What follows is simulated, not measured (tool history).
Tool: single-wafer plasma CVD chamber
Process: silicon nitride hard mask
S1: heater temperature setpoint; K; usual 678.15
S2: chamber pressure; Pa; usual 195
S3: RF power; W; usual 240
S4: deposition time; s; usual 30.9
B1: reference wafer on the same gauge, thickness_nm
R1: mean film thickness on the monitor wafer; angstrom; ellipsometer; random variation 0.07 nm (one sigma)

Run 1, hour 0: usual settings; B1 26.891. Result: R1 296.65 angstrom.
Run 2, hour 10.9: usual settings; B1 26.909. Result: R1 294.93 angstrom.
Run 3, hour 23.6: usual settings; B1 26.914. Result: R1 295.1 angstrom.
Run 4, hour 40.8: usual settings but S2 216 Pa, S4 26.2 s; B1 26.913. Result: R1 256.65 angstrom.
Run 5, hour 57.9: usual settings but S2 216 Pa, S4 26.2 s; B1 26.909. Result: R1 256.75 angstrom.
Run 6, hour 64.1: usual settings but S1 673.15 K, S4 33.1 s; B1 26.904. Result: R1 317.03 angstrom.
Run 7, hour 75.4: usual settings but S1 673.15 K, S4 33.1 s; B1 26.907. Result: R1 316.28 angstrom.
Run 8, hour 91.4: usual settings; B1 26.881. Result: R1 294.45 angstrom.
At hour 107.6: RF generator calibrated.
Run 9, hour 108.1: usual settings; B1 26.889. Result: R1 310.78 angstrom.
Run 10, hour 117.2: usual settings; B1 26.887. Result: R1 310.37 angstrom.
Run 11, hour 124.5: usual settings but S3 250 W; B1 26.901. Result: R1 318.08 angstrom.
Run 12, hour 137: usual settings; B1 26.914. Result: R1 309.68 angstrom.
Run 13, hour 144: usual settings but S1 686.15 K, S2 168 Pa; B1 26.895. Result: R1 296.82 angstrom.
At hour 165.2: gauge calibrated.
Run 14, hour 188.8: usual settings; B1 26.906. Result: R1 309.44 angstrom.
At hour 199.6: showerhead replaced.
Run 15, hour 200.1: usual settings; B1 26.905. Result: R1 308.98 angstrom.
Run 16, hour 203.3: usual settings but S3 210 W, S4 25.9 s; B1 26.882. Result: R1 234.51 angstrom.
Run 17, hour 216.9: usual settings but S1 666.15 K, S2 151 Pa, S3 260 W, S4 26.1 s; B1 26.897. Result: R1 258.96 angstrom.
Run 18, hour 232.1: usual settings but S2 165 Pa; B1 26.918. Result: R1 296.46 angstrom.
Run 19, hour 245.9: usual settings but S3 270 W, S4 33 s; B1 26.903. Result: R1 358.62 angstrom.
At hour 258.8: thermocouple changed; heater temperature recalibrated.
Run 20, hour 259.3: usual settings but S2 157 Pa, S3 200 W, S4 36 s; B1 26.882. Result: R1 297.63 angstrom.
Run 21, hour 268.1: usual settings but S4 35.2 s; B1 26.882. Result: R1 352.62 angstrom.
At hour 287.4: capacitance manometer re-zeroed and calibrated.
Run 22, hour 287.9: usual settings but S1 685.15 K, S3 280 W; B1 26.9. Result: R1 344.24 angstrom.
Run 23, hour 302.6: usual settings but S1 665.15 K, S4 28.8 s; B1 26.896. Result: R1 288.85 angstrom.
Run 24, hour 353.7: usual settings but S1 666.15 K, S2 168 Pa, S3 220 W, S4 36.1 s; B1 26.892. Result: R1 324.91 angstrom.
Run 25, hour 368.8: usual settings; B1 26.883. Result: R1 308.09 angstrom.
Run 26, hour 380.1: usual settings but S1 669.15 K, S2 229 Pa; B1 26.893. Result: R1 321.85 angstrom.
Run 27, hour 393.6: usual settings; B1 26.895. Result: R1 307.03 angstrom.
Run 28, hour 408.5: usual settings but S1 666.15 K, S3 265 W; B1 26.892. Result: R1 331.7 angstrom.
Run 29, hour 423.1: usual settings but S1 665.15 K, S2 148 Pa, S3 215 W, S4 33.2 s; B1 26.889. Result: R1 283.31 angstrom.

4 ways to go on from here, each from the tool as it stands after run 29. What would each give?
Run A, hour 423.5: usual settings but S2 219 Pa; B1 ?. Result: R1 ?.
Run B, hour 423.5: usual settings but S2 232 Pa, S3 255 W; B1 ?. Result: R1 ?.
Run C, hour 423.5: usual settings but S3 285 W; B1 ?. Result: R1 ?.
Run D, hour 423.5: usual settings but S1 670.15 K, S2 232 Pa, S4 35.7 s; B1 ?. Result: R1 ?.

run      B1      R1
  A  26.895  316.24
  B  26.895  335.29
  C  26.895  346.14
  D  26.895  372.37
Without the tool's hidden state the same runs would have given:
run      R1
  A  321.39
  B  340.75
  C  351.55
  D  378.43
